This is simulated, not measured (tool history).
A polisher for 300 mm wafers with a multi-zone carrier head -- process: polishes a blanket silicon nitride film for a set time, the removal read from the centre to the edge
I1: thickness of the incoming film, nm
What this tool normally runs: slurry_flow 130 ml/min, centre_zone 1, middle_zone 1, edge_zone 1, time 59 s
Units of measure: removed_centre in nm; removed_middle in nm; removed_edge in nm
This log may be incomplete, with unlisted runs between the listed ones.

Run 1, hour 0: usual settings; I1 744.9. Result: removed_centre 116.3 nm, removed_middle 114.5 nm, removed_edge 116.1 nm.
At hour 76: carrier head's membrane replaced by a new one.
Run 2, hour 76.5: usual settings but edge_zone 1.09; I1 736.3. Result: removed_centre 116.2 nm, removed_middle 115.7 nm, removed_edge 119.5 nm.
At hour 154.5: worn pad replaced by a new one.
Run 3, hour 155: usual settings; I1 741.3. Result: removed_centre 122.2 nm, removed_middle 119.7 nm, removed_edge 121.2 nm.
Run 4, hour 198.4: usual settings; I1 739.9. Result: removed_centre 121.1 nm, removed_middle 120.8 nm, removed_edge 119.2 nm.
At hour 248.3: slurry nozzle cleaned.
Run 5, hour 276.3: usual settings; I1 743.4. Result: removed_centre 119.3 nm, removed_middle 119.9 nm, removed_edge 119.3 nm.
Run 6, hour 349.7: usual settings; I1 741.5. Result: removed_centre 118 nm, removed_middle 117.4 nm, removed_edge 118.7 nm.
Run 7, hour 422.3: usual settings but middle_zone 0.9, edge_zone 1.06; I1 741.6. Result: removed_centre 114.4 nm, removed_middle 107.2 nm, removed_edge 119.5 nm.
Run 8, hour 462.4: usual settings but edge_zone 1.09, time 46 s; I1 759.1. Result: removed_centre 90.9 nm, removed_middle 90.1 nm, removed_edge 93.1 nm.
Run 9, hour 515.4: usual settings but edge_zone 0.95; I1 748.3. Result: removed_centre 115.1 nm, removed_middle 115.7 nm, removed_edge 112 nm.
At hour 519.6: edge zone pressure recalibrated.
Run 10, hour 605.1: usual settings; I1 763.4. Result: removed_centre 114 nm, removed_middle 114.8 nm, removed_edge 115.2 nm.
At hour 673.5: worn pad replaced by a new one.
Run 11, hour 702.6: usual settings; I1 739.5. Result: removed_centre 121.6 nm, removed_middle 121.4 nm, removed_edge 119.4 nm.
Run 12, hour 748: usual settings but centre_zone 0.92, time 43 s; I1 749.1. Result: removed_centre 80.5 nm, removed_middle 85.4 nm, removed_edge 86.4 nm.
Run 13, hour 815.2: usual settings but centre_zone 1.09, middle_zone 1.06, edge_zone 0.91, time 70 s; I1 756.6. Result: removed_centre 150.9 nm, removed_middle 149.3 nm, removed_edge 134.6 nm.
At hour 883.4: slurry nozzle cleaned.
Run 14, hour 893.7: usual settings but slurry_flow 90 ml/min, time 45 s; I1 758.5. Result: removed_centre 83.1 nm, removed_middle 84.2 nm, removed_edge 86.2 nm.
At hour 938.7: centre zone pressure recalibrated.
Run 15, hour 962.2: usual settings but time 50 s; I1 752.3. Result: removed_centre 99 nm, removed_middle 98.9 nm, removed_edge 97.6 nm.
Run 16, hour 1035.1: usual settings but time 71 s; I1 747.8. Result: removed_centre 140.6 nm, removed_middle 138.5 nm, removed_edge 138.7 nm.
At hour 1161: worn pad replaced by a new one.
At hour 1197.6: carrier head's membrane replaced by a new one.
Run 17, hour 1295: usual settings but slurry_flow 110 ml/min, centre_zone 0.92; I1 746.8. Result: removed_centre 108.9 nm, removed_middle 115.1 nm, removed_edge 116.4 nm.
At hour 1347.6: edge zone pressure recalibrated.
Run 18, hour 1373.3: usual settings but middle_zone 0.93; I1 740.6. Result: removed_centre 118.5 nm, removed_middle 111.1 nm, removed_edge 117.3 nm.
Run 19, hour 1452.7: usual settings; I1 759. Result: removed_centre 117.4 nm, removed_middle 116.9 nm, removed_edge 115.2 nm.
Run 20, hour 1527.6: usual settings but centre_zone 1.11; I1 760.1. Result: removed_centre 127.1 nm, removed_middle 114.4 nm, removed_edge 114.4 nm.
Run 21, hour 1579.6: usual settings but slurry_flow 160 ml/min, time 41 s; I1 760.1. Result: removed_centre 82.9 nm, removed_middle 81.6 nm, removed_edge 81.1 nm.
At hour 1604.6: slurry nozzle cleaned.
At hour 1666.3: worn pad replaced by a new one.
Run 22, hour 1683.5: usual settings but centre_zone 1.06; I1 756.6. Result: removed_centre 128.5 nm, removed_middle 118.7 nm, removed_edge 118.9 nm.

What if the next run were any one of these 4? Each begins from the tool's condition after run 22:
Run A, hour 1683.9: usual settings but time 45 s; I1 759.5. Result: removed_centre ?, removed_middle ?, removed_edge ?.
Run B, hour 1683.9: usual settings but slurry_flow 170 ml/min; I1 759.5. Result: removed_centre ?, removed_middle ?, removed_edge ?.
Run C, hour 1683.9: usual settings but edge_zone 1.07; I1 759.5. Result: removed_centre ?, removed_middle ?, removed_edge ?.
Run D, hour 1683.9: usual settings but slurry_flow 95 ml/min, middle_zone 1.08; I1 759.5. Result: removed_centre ?, removed_middle ?, removed_edge ?.

run  removed_centre  removed_middle  removed_edge
  A            92.4            89.8          91.5
  B           126.2           122.1         123.1
  C           121.2           117.8         124.1
  D           115.1           120.2         116.2
What these runs would have given with no unlogged condition in the tool:
run  removed_centre  removed_middle  removed_edge
  A            92.9            90.3            92
  B           126.8           122.7         123.7
  C           121.8           118.4         124.7
  D           115.7           120.8         116.8
